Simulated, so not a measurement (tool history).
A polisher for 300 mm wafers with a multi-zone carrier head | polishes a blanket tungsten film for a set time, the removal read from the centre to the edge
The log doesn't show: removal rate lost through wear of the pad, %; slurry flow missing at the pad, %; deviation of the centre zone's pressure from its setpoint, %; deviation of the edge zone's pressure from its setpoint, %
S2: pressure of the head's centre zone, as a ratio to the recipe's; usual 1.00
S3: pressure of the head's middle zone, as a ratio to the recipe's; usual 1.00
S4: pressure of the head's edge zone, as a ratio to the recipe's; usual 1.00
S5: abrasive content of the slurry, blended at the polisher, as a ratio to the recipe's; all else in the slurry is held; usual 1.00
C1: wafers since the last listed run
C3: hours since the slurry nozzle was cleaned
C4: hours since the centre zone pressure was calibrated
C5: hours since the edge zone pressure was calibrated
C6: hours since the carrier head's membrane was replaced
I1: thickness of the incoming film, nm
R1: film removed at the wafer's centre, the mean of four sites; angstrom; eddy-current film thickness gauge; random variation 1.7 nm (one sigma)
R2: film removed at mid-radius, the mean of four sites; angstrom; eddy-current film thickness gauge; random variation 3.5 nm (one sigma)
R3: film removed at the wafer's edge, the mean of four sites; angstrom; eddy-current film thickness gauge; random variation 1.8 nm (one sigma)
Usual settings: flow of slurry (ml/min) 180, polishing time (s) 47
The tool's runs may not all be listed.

{"run": 1, "hour": 0.0, "flow of slurry (ml/min)": 180, "S2": 0.91, "S3": 0.9, "S4": 1.0, "S5": 1.0, "polishing time (s)": 62, "C1": 0, "wafers polished on this pad": 2051, "C3": 17.3, "C4": 624.9, "C5": 493.2, "C6": 2086.0, "I1": 871.1, "R1": 2979, "R2": 3066, "R3": 3246}
{"run": 2, "hour": 25.9, "flow of slurry (ml/min)": 180, "S2": 1.0, "S3": 1.0, "S4": 0.89, "S5": 1.0, "polishing time (s)": 47, "C1": 257, "wafers polished on this pad": 2309, "C3": 43.2, "C4": 650.8, "C5": 519.1, "C6": 2111.9, "I1": 862.1, "R1": 2482, "R2": 2481, "R3": 2337}
{"hour": 50.4, "done": "carrier head's membrane replaced by a new one"}
{"run": 3, "hour": 87.1, "flow of slurry (ml/min)": 200, "S2": 1.0, "S3": 1.0, "S4": 0.92, "S5": 1.3, "polishing time (s)": 47, "C1": 559, "wafers polished on this pad": 2868, "C3": 104.4, "C4": 712.0, "C5": 580.3, "C6": 36.7, "I1": 858.0, "R1": 2616, "R2": 2566, "R3": 2506}
{"run": 4, "hour": 112.4, "flow of slurry (ml/min)": 180, "S2": 1.0, "S3": 1.0, "S4": 1.0, "S5": 1.0, "polishing time (s)": 53, "C1": 251, "wafers polished on this pad": 3120, "C3": 129.7, "C4": 737.3, "C5": 605.6, "C6": 62.0, "I1": 873.1, "R1": 2751, "R2": 2712, "R3": 2730}
{"hour": 120.6, "done": "centre zone pressure recalibrated"}
{"hour": 254.5, "done": "edge zone pressure recalibrated"}
{"run": 5, "hour": 322.6, "flow of slurry (ml/min)": 180, "S2": 1.0, "S3": 1.0, "S4": 1.0, "S5": 1.0, "polishing time (s)": 47, "C1": 2053, "wafers polished on this pad": 5174, "C3": 339.9, "C4": 202.0, "C5": 68.1, "C6": 272.2, "I1": 869.5, "R1": 2349, "R2": 2307, "R3": 2355}
{"hour": 348.1, "done": "worn pad replaced by a new one"}
{"run": 6, "hour": 368.9, "flow of slurry (ml/min)": 180, "S2": 1.0, "S3": 1.03, "S4": 0.89, "S5": 0.75, "polishing time (s)": 47, "C1": 421, "wafers polished on this pad": 206, "C3": 386.2, "C4": 248.3, "C5": 114.4, "C6": 318.5, "I1": 872.2, "R1": 2358, "R2": 2453, "R3": 2265}
{"run": 7, "hour": 396.7, "flow of slurry (ml/min)": 180, "S2": 0.94, "S3": 1.09, "S4": 1.0, "S5": 1.0, "polishing time (s)": 47, "C1": 276, "wafers polished on this pad": 483, "C3": 414.0, "C4": 276.1, "C5": 142.2, "C6": 346.3, "I1": 863.5, "R1": 2353, "R2": 2705, "R3": 2496}
{"run": 8, "hour": 451.3, "flow of slurry (ml/min)": 130, "S2": 1.03, "S3": 1.0, "S4": 1.0, "S5": 1.0, "polishing time (s)": 47, "C1": 543, "wafers polished on this pad": 1027, "C3": 468.6, "C4": 330.7, "C5": 196.8, "C6": 400.9, "I1": 873.0, "R1": 2333, "R2": 2365, "R3": 2344}
{"hour": 501.4, "done": "slurry nozzle cleaned"}
{"run": 9, "hour": 505.3, "flow of slurry (ml/min)": 180, "S2": 1.0, "S3": 1.0, "S4": 1.0, "S5": 1.0, "polishing time (s)": 47, "C1": 527, "wafers polished on this pad": 1555, "C3": 3.9, "C4": 384.7, "C5": 250.8, "C6": 454.9, "I1": 864.0, "R1": 2507, "R2": 2482, "R3": 2488}
{"run": 10, "hour": 576.0, "flow of slurry (ml/min)": 180, "S2": 0.97, "S3": 1.0, "S4": 1.0, "S5": 0.8, "polishing time (s)": 47, "C1": 704, "wafers polished on this pad": 2259, "C3": 74.6, "C4": 455.4, "C5": 321.5, "C6": 525.6, "I1": 866.3, "R1": 2287, "R2": 2357, "R3": 2330}
{"run": 11, "hour": 633.1, "flow of slurry (ml/min)": 235, "S2": 1.0, "S3": 1.0, "S4": 0.96, "S5": 1.0, "polishing time (s)": 33, "C1": 568, "wafers polished on this pad": 2828, "C3": 131.7, "C4": 512.5, "C5": 378.6, "C6": 582.7, "I1": 872.9, "R1": 1762, "R2": 1775, "R3": 1714}
{"run": 12, "hour": 659.7, "flow of slurry (ml/min)": 180, "S2": 1.0, "S3": 0.94, "S4": 1.0, "S5": 1.0, "polishing time (s)": 47, "C1": 264, "wafers polished on this pad": 3093, "C3": 158.3, "C4": 539.1, "C5": 405.2, "C6": 609.3, "I1": 874.6, "R1": 2397, "R2": 2266, "R3": 2423}
{"run": 13, "hour": 706.1, "flow of slurry (ml/min)": 180, "S2": 0.89, "S3": 1.0, "S4": 0.94, "S5": 1.0, "polishing time (s)": 38, "C1": 462, "wafers polished on this pad": 3555, "C3": 204.7, "C4": 585.5, "C5": 451.6, "C6": 655.7, "I1": 852.6, "R1": 1716, "R2": 1917, "R3": 1880}
{"run": 14, "hour": 794.7, "flow of slurry (ml/min)": 180, "S2": 1.0, "S3": 1.0, "S4": 1.0, "S5": 0.75, "polishing time (s)": 42, "C1": 882, "wafers polished on this pad": 4437, "C3": 293.3, "C4": 674.1, "C5": 540.2, "C6": 744.3, "I1": 880.4, "R1": 1990, "R2": 1991, "R3": 1978}
{"hour": 819.9, "done": "worn pad replaced by a new one"}
{"run": 15, "hour": 855.2, "flow of slurry (ml/min)": 180, "S2": 1.0, "S3": 1.06, "S4": 0.92, "S5": 1.25, "polishing time (s)": 47, "C1": 562, "wafers polished on this pad": 351, "C3": 353.8, "C4": 734.6, "C5": 600.7, "C6": 804.8, "I1": 875.1, "R1": 2658, "R2": 2733, "R3": 2497}
{"hour": 892.7, "done": "centre zone pressure recalibrated"}
{"hour": 900.5, "done": "edge zone pressure recalibrated"}
{"run": 16, "hour": 924.4, "flow of slurry (ml/min)": 160, "S2": 1.0, "S3": 1.0, "S4": 0.96, "S5": 1.0, "polishing time (s)": 63, "C1": 649, "wafers polished on this pad": 1001, "C3": 423.0, "C4": 31.7, "C5": 23.9, "C6": 874.0, "I1": 862.3, "R1": 3223, "R2": 3228, "R3": 3192}
{"run": 17, "hour": 975.9, "flow of slurry (ml/min)": 180, "S2": 1.0, "S3": 1.0, "S4": 1.0, "S5": 1.0, "polishing time (s)": 47, "C1": 512, "wafers polished on this pad": 1513, "C3": 474.5, "C4": 83.2, "C5": 75.4, "C6": 925.5, "I1": 861.6, "R1": 2410, "R2": 2421, "R3": 2433}
{"run": 18, "hour": 1022.1, "flow of slurry (ml/min)": 210, "S2": 1.0, "S3": 1.12, "S4": 1.0, "S5": 0.8, "polishing time (s)": 47, "C1": 460, "wafers polished on this pad": 1974, "C3": 520.7, "C4": 129.4, "C5": 121.6, "C6": 971.7, "I1": 858.8, "R1": 2353, "R2": 2515, "R3": 2323}
{"run": 19, "hour": 1076.2, "flow of slurry (ml/min)": 200, "S2": 0.91, "S3": 1.0, "S4": 1.0, "S5": 0.85, "polishing time (s)": 54, "C1": 538, "wafers polished on this pad": 2512, "C3": 574.8, "C4": 183.5, "C5": 175.7, "C6": 1025.8, "I1": 875.0, "R1": 2437, "R2": 2736, "R3": 2668}
{"hour": 1102.2, "done": "slurry nozzle cleaned"}
{"run": 20, "hour": 1121.8, "flow of slurry (ml/min)": 180, "S2": 0.88, "S3": 1.0, "S4": 1.0, "S5": 1.0, "polishing time (s)": 47, "C1": 444, "wafers polished on this pad": 2957, "C3": 19.6, "C4": 229.1, "C5": 221.3, "C6": 1071.4, "I1": 867.9, "R1": 2152, "R2": 2487, "R3": 2443}
{"run": 21, "hour": 1154.1, "flow of slurry (ml/min)": 180, "S2": 1.0, "S3": 1.0, "S4": 1.0, "S5": 1.0, "polishing time (s)": 47, "C1": 321, "wafers polished on this pad": 3278, "C3": 51.9, "C4": 261.4, "C5": 253.6, "C6": 1103.7, "I1": 881.2, "R1": 2403, "R2": 2446, "R3": 2427}
{"run": 22, "hour": 1197.2, "flow of slurry (ml/min)": 180, "S2": 1.0, "S3": 1.0, "S4": 0.95, "S5": 1.0, "polishing time (s)": 47, "C1": 429, "wafers polished on this pad": 3708, "C3": 95.0, "C4": 304.5, "C5": 296.7, "C6": 1146.8, "I1": 877.7, "R1": 2431, "R2": 2358, "R3": 2310}

Forecast each of these 3 alternatives for the next run:
{"run": "A", "hour": 1197.6, "flow of slurry (ml/min)": 180, "S2": 1.0, "S3": 1.0, "S4": 1.0, "S5": 1.0, "polishing time (s)": 47, "C1": 3, "wafers polished on this pad": 3712, "C3": 95.4, "C4": 304.9, "C5": 297.1, "C6": 1147.2, "I1": 860.1, "R1": "?", "R2": "?", "R3": "?"}
{"run": "B", "hour": 1197.6, "flow of slurry (ml/min)": 180, "S2": 0.94, "S3": 0.94, "S4": 0.96, "S5": 1.0, "polishing time (s)": 35, "C1": 3, "wafers polished on this pad": 3712, "C3": 95.4, "C4": 304.9, "C5": 297.1, "C6": 1147.2, "I1": 860.1, "R1": "?", "R2": "?", "R3": "?"}
{"run": "C", "hour": 1197.6, "flow of slurry (ml/min)": 180, "S2": 1.05, "S3": 1.0, "S4": 1.0, "S5": 1.2, "polishing time (s)": 47, "C1": 3, "wafers polished on this pad": 3712, "C3": 95.4, "C4": 304.9, "C5": 297.1, "C6": 1147.2, "I1": 860.1, "R1": "?", "R2": "?", "R3": "?"}

run=A R1=2406 R2=2416 R3=2383
run=B R1=1683 R2=1708 R3=1742
run=C R1=2631 R2=2514 R3=2481
Without the tool's hidden state the same runs would have given:
run=A R1=2667 R2=2672 R3=2626
run=B R1=1865 R2=1890 R3=1919
run=C R1=2916 R2=2781 R3=2734
